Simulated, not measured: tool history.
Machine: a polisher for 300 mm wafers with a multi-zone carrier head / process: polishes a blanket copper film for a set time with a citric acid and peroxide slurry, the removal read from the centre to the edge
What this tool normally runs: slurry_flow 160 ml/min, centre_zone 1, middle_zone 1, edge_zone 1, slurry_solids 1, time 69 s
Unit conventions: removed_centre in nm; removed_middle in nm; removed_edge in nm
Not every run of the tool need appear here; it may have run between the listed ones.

run,day,slurry_flow,centre_zone,middle_zone,edge_zone,slurry_solids,time,"incoming thickness of the incoming film, nm",removed_centre,removed_middle,removed_edge
1,0,160,1,1.09,1.07,0.9,54,895.4,156.4,169.4,169.6
# day 0.233: slurry nozzle cleaned
2,2.992,160,1,1,0.96,0.8,69,904.5,205.6,207.3,210.2
3,6.5,160,1,0.97,1.07,1,69,887.5,213.1,210.8,226.6
4,8.208,160,1,1.05,1,1,69,893.8,211.7,219.2,221.6
5,12.267,160,1,1,1,1,69,875.1,212.9,210.5,219.4
6,15.342,160,1,1,1,1,69,885,204.7,213.7,220.5
7,19.912,110,0.97,1,1,1,69,888.6,179.5,187.5,200.9
8,23.562,125,1,1,1.08,1,69,889.6,191.9,193.4,214.7
# day 24.346: worn pad replaced by a new one
9,26.242,160,1,1,1,1,69,893.3,205.2,208.6,216
10,30.204,160,1,1,1,1.25,69,902.8,212.8,217,227.5
# day 31.858: slurry nozzle cleaned
# day 35.279: centre zone pressure recalibrated
11,39.046,160,1,1,1,1,69,887.1,216.5,213.5,220.8
12,40.938,160,0.94,1.12,1,0.9,69,878.4,194.5,230.2,219.1
13,42.621,160,1,1,1,1,69,886.9,213.8,214.2,221.4
# day 43.896: carrier head's membrane replaced by a new one
14,44.204,140,1,1,1,1.15,69,887.2,211.7,210,223.1
# day 46.554: edge zone pressure recalibrated
15,46.792,160,0.89,0.91,0.91,1,69,887.2,185.3,196,212.2
16,50.208,160,0.96,1,1,1,58,892.6,168.3,176.6,181.8
17,53.783,160,1,1,1,1,69,889.8,209.6,209.7,219.9
# day 54.583: worn pad replaced by a new one
18,57.154,160,1.1,1.07,1,1,69,902,223.6,216.2,215.3
19,61.342,135,1,1,1,1,69,878.2,192.9,195.5,211.9
# day 62.55: slurry nozzle cleaned
20,65.1,160,0.92,1,1.06,1,69,896.5,196.9,215.5,231.8
21,67.154,200,1,1,0.89,1,83,909.1,271.6,266.5,266.6

Consider 4 possible next runs. They are alternatives, not a sequence: every one starts from the tool as it was left by run 21. What does each give?
A,67.171,160,1,1.07,1,1,69,874.1,?,?,?
B,67.171,185,1,1,1.05,1,89,874.1,?,?,?
C,67.171,185,0.93,1,1,0.7,58,874.1,?,?,?
D,67.171,160,1,1,0.94,1,69,874.1,?,?,?

run,removed_centre,removed_middle,removed_edge
A,212.9,226.5,223
B,283.1,283.6,299.6
C,160.7,173.2,179.4
D,212.8,213.9,217.9
Without the tool's unlogged condition, the same runs would have read:
run,removed_centre,removed_middle,removed_edge
A,215.1,228.6,224.5
B,285.6,285.8,301.3
C,162.1,174.6,180.4
D,215,215.9,219.4
